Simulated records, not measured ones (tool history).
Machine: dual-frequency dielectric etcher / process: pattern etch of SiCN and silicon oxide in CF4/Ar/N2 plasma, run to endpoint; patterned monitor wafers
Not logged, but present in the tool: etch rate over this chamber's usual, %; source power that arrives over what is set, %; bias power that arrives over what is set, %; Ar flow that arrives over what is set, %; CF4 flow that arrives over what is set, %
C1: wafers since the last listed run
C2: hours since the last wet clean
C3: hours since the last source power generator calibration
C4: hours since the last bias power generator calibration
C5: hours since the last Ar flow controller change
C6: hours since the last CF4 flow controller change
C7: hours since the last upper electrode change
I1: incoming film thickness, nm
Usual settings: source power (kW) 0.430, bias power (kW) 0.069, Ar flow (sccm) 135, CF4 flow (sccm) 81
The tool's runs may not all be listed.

run 1 hour=0.0 | source_power_(kW)=0.510 bias_power_(kW)=0.069 Ar_flow_(sccm)=135 CF4_flow_(sccm)=81 | C1=0 C2=3.4 C3=2659.5 C4=4464.4 C5=2775.3 C6=3312.8 C7=4754.7 | I1=14.64 | endpoint_time_(s)=15.4
-- hour=128.5 bias power generator calibrated
run 2 hour=197.2 | source_power_(kW)=0.510 bias_power_(kW)=0.069 Ar_flow_(sccm)=135 CF4_flow_(sccm)=81 | C1=2645 C2=200.6 C3=2856.7 C4=68.7 C5=2972.5 C6=3510.0 C7=4951.9 | I1=14.71 | endpoint_time_(s)=15.6
-- hour=258.0 upper electrode replaced
run 3 hour=258.5 | source_power_(kW)=0.430 bias_power_(kW)=0.069 Ar_flow_(sccm)=135 CF4_flow_(sccm)=81 | C1=510 C2=261.9 C3=2918.0 C4=130.0 C5=3033.8 C6=3571.3 C7=0.5 | I1=14.53 | endpoint_time_(s)=18.0
run 4 hour=273.0 | source_power_(kW)=0.480 bias_power_(kW)=0.069 Ar_flow_(sccm)=135 CF4_flow_(sccm)=81 | C1=198 C2=276.4 C3=2932.5 C4=144.5 C5=3048.3 C6=3585.8 C7=15.0 | I1=14.56 | endpoint_time_(s)=16.2
run 5 hour=319.4 | source_power_(kW)=0.480 bias_power_(kW)=0.069 Ar_flow_(sccm)=135 CF4_flow_(sccm)=81 | C1=635 C2=322.8 C3=2978.9 C4=190.9 C5=3094.7 C6=3632.2 C7=61.4 | I1=14.46 | endpoint_time_(s)=16.1
-- hour=349.1 Ar flow controller replaced
-- hour=370.9 CF4 flow controller replaced
run 6 hour=371.4 | source_power_(kW)=0.430 bias_power_(kW)=0.069 Ar_flow_(sccm)=135 CF4_flow_(sccm)=81 | C1=547 C2=374.8 C3=3030.9 C4=242.9 C5=22.3 C6=0.5 C7=113.4 | I1=14.57 | endpoint_time_(s)=17.7
run 7 hour=415.0 | source_power_(kW)=0.430 bias_power_(kW)=0.069 Ar_flow_(sccm)=135 CF4_flow_(sccm)=81 | C1=597 C2=418.4 C3=3074.5 C4=286.5 C5=65.9 C6=44.1 C7=157.0 | I1=14.53 | endpoint_time_(s)=18.1
run 8 hour=442.4 | source_power_(kW)=0.500 bias_power_(kW)=0.069 Ar_flow_(sccm)=135 CF4_flow_(sccm)=81 | C1=375 C2=445.8 C3=3101.9 C4=313.9 C5=93.3 C6=71.5 C7=184.4 | I1=14.71 | endpoint_time_(s)=15.8
run 9 hour=513.8 | source_power_(kW)=0.430 bias_power_(kW)=0.069 Ar_flow_(sccm)=135 CF4_flow_(sccm)=91 | C1=977 C2=517.2 C3=3173.3 C4=385.3 C5=164.7 C6=142.9 C7=255.8 | I1=14.54 | endpoint_time_(s)=17.3
-- hour=546.9 wet clean of the chamber
run 10 hour=574.7 | source_power_(kW)=0.430 bias_power_(kW)=0.069 Ar_flow_(sccm)=135 CF4_flow_(sccm)=68 | C1=505 C2=27.8 C3=3234.2 C4=446.2 C5=225.6 C6=203.8 C7=316.7 | I1=14.70 | endpoint_time_(s)=18.4
run 11 hour=617.3 | source_power_(kW)=0.430 bias_power_(kW)=0.069 Ar_flow_(sccm)=144 CF4_flow_(sccm)=88 | C1=583 C2=70.4 C3=3276.8 C4=488.8 C5=268.2 C6=246.4 C7=359.3 | I1=14.66 | endpoint_time_(s)=17.6
run 12 hour=672.1 | source_power_(kW)=0.510 bias_power_(kW)=0.069 Ar_flow_(sccm)=135 CF4_flow_(sccm)=81 | C1=750 C2=125.2 C3=3331.6 C4=543.6 C5=323.0 C6=301.2 C7=414.1 | I1=14.49 | endpoint_time_(s)=15.4
run 13 hour=708.8 | source_power_(kW)=0.430 bias_power_(kW)=0.069 Ar_flow_(sccm)=121 CF4_flow_(sccm)=81 | C1=502 C2=161.9 C3=3368.3 C4=580.3 C5=359.7 C6=337.9 C7=450.8 | I1=14.79 | endpoint_time_(s)=18.1
run 14 hour=762.7 | source_power_(kW)=0.360 bias_power_(kW)=0.080 Ar_flow_(sccm)=119 CF4_flow_(sccm)=81 | C1=738 C2=215.8 C3=3422.2 C4=634.2 C5=413.6 C6=391.8 C7=504.7 | I1=14.61 | endpoint_time_(s)=19.3
run 15 hour=807.7 | source_power_(kW)=0.430 bias_power_(kW)=0.069 Ar_flow_(sccm)=135 CF4_flow_(sccm)=90 | C1=616 C2=260.8 C3=3467.2 C4=679.2 C5=458.6 C6=436.8 C7=549.7 | I1=14.56 | endpoint_time_(s)=17.9
-- hour=849.8 source power generator calibrated
run 16 hour=854.3 | source_power_(kW)=0.390 bias_power_(kW)=0.069 Ar_flow_(sccm)=135 CF4_flow_(sccm)=96 | C1=583 C2=307.4 C3=4.5 C4=725.8 C5=505.2 C6=483.4 C7=596.3 | I1=14.73 | endpoint_time_(s)=19.3
run 17 hour=909.1 | source_power_(kW)=0.430 bias_power_(kW)=0.069 Ar_flow_(sccm)=135 CF4_flow_(sccm)=81 | C1=750 C2=362.2 C3=59.3 C4=780.6 C5=560.0 C6=538.2 C7=651.1 | I1=14.53 | endpoint_time_(s)=17.7
run 18 hour=951.7 | source_power_(kW)=0.530 bias_power_(kW)=0.069 Ar_flow_(sccm)=103 CF4_flow_(sccm)=90 | C1=583 C2=404.8 C3=101.9 C4=823.2 C5=602.6 C6=580.8 C7=693.7 | I1=14.55 | endpoint_time_(s)=14.4
run 19 hour=980.5 | source_power_(kW)=0.350 bias_power_(kW)=0.057 Ar_flow_(sccm)=167 CF4_flow_(sccm)=69 | C1=394 C2=433.6 C3=130.7 C4=852.0 C5=631.4 C6=609.6 C7=722.5 | I1=14.54 | endpoint_time_(s)=24.1
run 20 hour=1033.4 | source_power_(kW)=0.530 bias_power_(kW)=0.069 Ar_flow_(sccm)=135 CF4_flow_(sccm)=91 | C1=724 C2=486.5 C3=183.6 C4=904.9 C5=684.3 C6=662.5 C7=775.4 | I1=14.59 | endpoint_time_(s)=14.8
run 21 hour=1091.8 | source_power_(kW)=0.430 bias_power_(kW)=0.069 Ar_flow_(sccm)=135 CF4_flow_(sccm)=81 | C1=799 C2=544.9 C3=242.0 C4=963.3 C5=742.7 C6=720.9 C7=833.8 | I1=14.57 | endpoint_time_(s)=17.9
run 22 hour=1132.7 | source_power_(kW)=0.430 bias_power_(kW)=0.069 Ar_flow_(sccm)=153 CF4_flow_(sccm)=88 | C1=560 C2=585.8 C3=282.9 C4=1004.2 C5=783.6 C6=761.8 C7=874.7 | I1=14.73 | endpoint_time_(s)=18.0
-- hour=1202.2 wet clean of the chamber
run 23 hour=1229.7 | source_power_(kW)=0.430 bias_power_(kW)=0.069 Ar_flow_(sccm)=155 CF4_flow_(sccm)=81 | C1=999 C2=27.5 C3=379.9 C4=1101.2 C5=880.6 C6=858.8 C7=971.7 | I1=14.80 | endpoint_time_(s)=18.5
run 24 hour=1264.2 | source_power_(kW)=0.340 bias_power_(kW)=0.069 Ar_flow_(sccm)=154 CF4_flow_(sccm)=89 | C1=472 C2=62.0 C3=414.4 C4=1135.7 C5=915.1 C6=893.3 C7=1006.2 | I1=14.60 | endpoint_time_(s)=22.1
run 25 hour=1290.1 | source_power_(kW)=0.480 bias_power_(kW)=0.069 Ar_flow_(sccm)=135 CF4_flow_(sccm)=81 | C1=354 C2=87.9 C3=440.3 C4=1161.6 C5=941.0 C6=919.2 C7=1032.1 | I1=14.64 | endpoint_time_(s)=16.4

Across each entry between runs, compare the hidden state at the last listed run before it with the hidden state at the first listed run after it:
From run 1 to run 2: bias power generator calibrated (hour 128.5)
  no difference in the tool's unlogged condition between these two runs
From run 2 to run 3: upper electrode replaced (hour 258.0)
  no difference in the tool's unlogged condition between these two runs
From run 5 to run 6: Ar flow controller replaced (hour 349.1); CF4 flow controller replaced (hour 370.9)
  no difference in the tool's unlogged condition between these two runs
From run 9 to run 10: wet clean of the chamber (hour 546.9)
  no difference in the tool's unlogged condition between these two runs
From run 15 to run 16: source power generator calibrated (hour 849.8)
  no difference in the tool's unlogged condition between these two runs
From run 22 to run 23: wet clean of the chamber (hour 1202.2)
  no difference in the tool's unlogged condition between these two runs

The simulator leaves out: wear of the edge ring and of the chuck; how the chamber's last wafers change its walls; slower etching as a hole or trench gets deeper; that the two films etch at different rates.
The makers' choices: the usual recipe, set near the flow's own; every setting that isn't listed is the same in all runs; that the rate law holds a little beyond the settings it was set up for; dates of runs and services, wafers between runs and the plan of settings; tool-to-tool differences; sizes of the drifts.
